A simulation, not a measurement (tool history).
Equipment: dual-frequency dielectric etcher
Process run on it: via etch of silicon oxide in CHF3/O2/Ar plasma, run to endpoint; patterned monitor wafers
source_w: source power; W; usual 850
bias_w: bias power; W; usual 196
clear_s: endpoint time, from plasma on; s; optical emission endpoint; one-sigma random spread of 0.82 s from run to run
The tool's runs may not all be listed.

run,hour,source_w,bias_w,"incoming incoming film thickness, nm",clear_s
1,0,850,186,593.2,281.1
2,108.2,850,196,586.2,275.3
3,168,850,196,590.9,278.7
4,338.1,850,196,590.7,281.3
# hour 414.3: wet clean of the chamber
5,423.3,700,196,593.6,291.9
6,525.5,700,196,586.8,290.4
7,625.9,700,196,586.5,291.5
8,900.5,850,196,591.3,279.3
# hour 963.6: upper electrode replaced
9,964.1,850,196,589.7,280.1
# hour 1041.4: wet clean of the chamber
10,1041.9,850,196,591.9,272.3
11,1340.1,850,196,586.1,273.4
12,1424.3,850,196,585,273.5
13,1597.9,850,196,591.3,278.6
# hour 1695.2: wet clean of the chamber
14,1695.7,920,196,588.3,261.8
15,1728.5,920,196,587.3,260.4
16,1784.2,920,196,589,264.7
17,1850.9,770,196,587.8,279.8
18,1918.4,770,214,592.9,277.6
19,1978.1,1020,196,589,255.7
20,2067.4,850,217,587.1,269.2
21,2107.4,700,233,592.4,285.7
# hour 2125.8: source power generator calibrated
22,2195.1,1020,225,587.5,250.7
23,2260.5,1000,151,587.6,276.5
24,2330.2,750,215,588.2,284.1
25,2375.8,680,162,594.7,315.3
# hour 2394.3: bias power generator calibrated
# hour 2428: wet clean of the chamber
26,2472.8,720,219,587.3,280.4
27,2534.4,750,149,591.1,300.5
28,2618.9,670,163,587.7,307.8
29,2661.7,850,161,585.3,283.2
30,2765,850,196,595.7,279.8
31,2865.8,680,223,591.4,290.8
32,2952,930,196,590,270.1
33,3014.8,850,196,587.6,279
34,3105.5,850,196,596.1,283.2
# hour 3132.8: wet clean of the chamber
35,3182.4,1010,230,583.5,247.3
36,3279.5,850,196,589.9,274.7

What if the next run were any one of these 3? Each begins from the tool's condition after run 36:
A,3280,850,166,596,?
B,3280,1020,236,596,?
C,3280,960,213,596,?

run,clear_s
A,286.7
B,249.7
C,261
With no hidden state in the tool, these same runs would have given:
run,clear_s
A,285
B,248.3
C,259.5
